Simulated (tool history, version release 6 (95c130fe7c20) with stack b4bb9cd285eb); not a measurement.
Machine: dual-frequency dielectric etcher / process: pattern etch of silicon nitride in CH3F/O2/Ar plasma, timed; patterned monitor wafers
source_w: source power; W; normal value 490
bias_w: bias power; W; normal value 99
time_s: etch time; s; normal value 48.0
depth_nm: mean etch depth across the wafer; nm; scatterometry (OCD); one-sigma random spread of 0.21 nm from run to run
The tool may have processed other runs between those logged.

run    hour  source_w  bias_w  time_s  read-back reference wafer on the same gauge, depth_nm  depth_nm
  1     0.0       570      99    48.0                                                  33.50     36.72
  2   101.8       570      99    48.0                                                  33.57     36.03
      144.4  -- wet clean of the chamber
  3   203.4       570      99    48.0                                                  33.55     37.46
  4   306.3       490      99    48.0                                                  33.50     35.76
  5   389.1       410     111    48.0                                                  33.50     34.70
  6   499.9       490     115    42.5                                                  33.55     33.46
  7   546.0       490      99    48.0                                                  33.53     34.29
      615.8  -- wet clean of the chamber
  8   616.3       490      99    48.0                                                  33.53     36.52
      658.8  -- bias power generator calibrated
  9   698.9       490      99    48.0                                                  33.53     36.08
      728.5  -- source power generator calibrated
 10   775.2       490      99    48.0                                                  33.48     35.29
 11   862.5       400      84    40.5                                                  33.49     25.05
      925.1  -- upper electrode replaced
 12   931.9       490      99    36.0                                                  33.49     26.44
 13  1009.6       410      99    48.0                                                  33.52     32.45
     1051.7  -- wet clean of the chamber
 14  1052.5       490      79    48.0                                                  33.44     31.33
 15  1095.9       570      99    48.0                                                  33.43     37.48
 16  1195.5       490      99    48.0                                                  33.44     35.33
     1222.3  -- gauge calibrated
 17  1293.1       390     112    41.0                                                  33.44     29.81
 18  1339.3       490      99    51.5                                                  33.49     37.40
     1547.4  -- wet clean of the chamber
 19  1566.3       400     108    55.5                                                  33.49     40.96
 20  1608.0       400      99    48.0                                                  33.42     33.98
 21  1652.8       490     119    48.0                                                  33.46     40.29

Forecast each of these 4 alternatives for the next run:
  A  1653.2       490      99    48.0                                                      ?         ?
  B  1653.2       490      86    41.0                                                      ?         ?
  C  1653.2       370      99    40.5                                                      ?         ?
  D  1653.2       440      81    35.5                                                      ?         ?

run  read-back reference wafer on the same gauge, depth_nm  depth_nm
  A                                                  33.42     35.72
  B                                                  33.42     28.09
  C                                                  33.42     27.31
  D                                                  33.42     22.56
With no hidden state in the tool, these same runs would have given:
run  depth_nm
  A     35.86
  B     28.20
  C     27.41
  D     22.64

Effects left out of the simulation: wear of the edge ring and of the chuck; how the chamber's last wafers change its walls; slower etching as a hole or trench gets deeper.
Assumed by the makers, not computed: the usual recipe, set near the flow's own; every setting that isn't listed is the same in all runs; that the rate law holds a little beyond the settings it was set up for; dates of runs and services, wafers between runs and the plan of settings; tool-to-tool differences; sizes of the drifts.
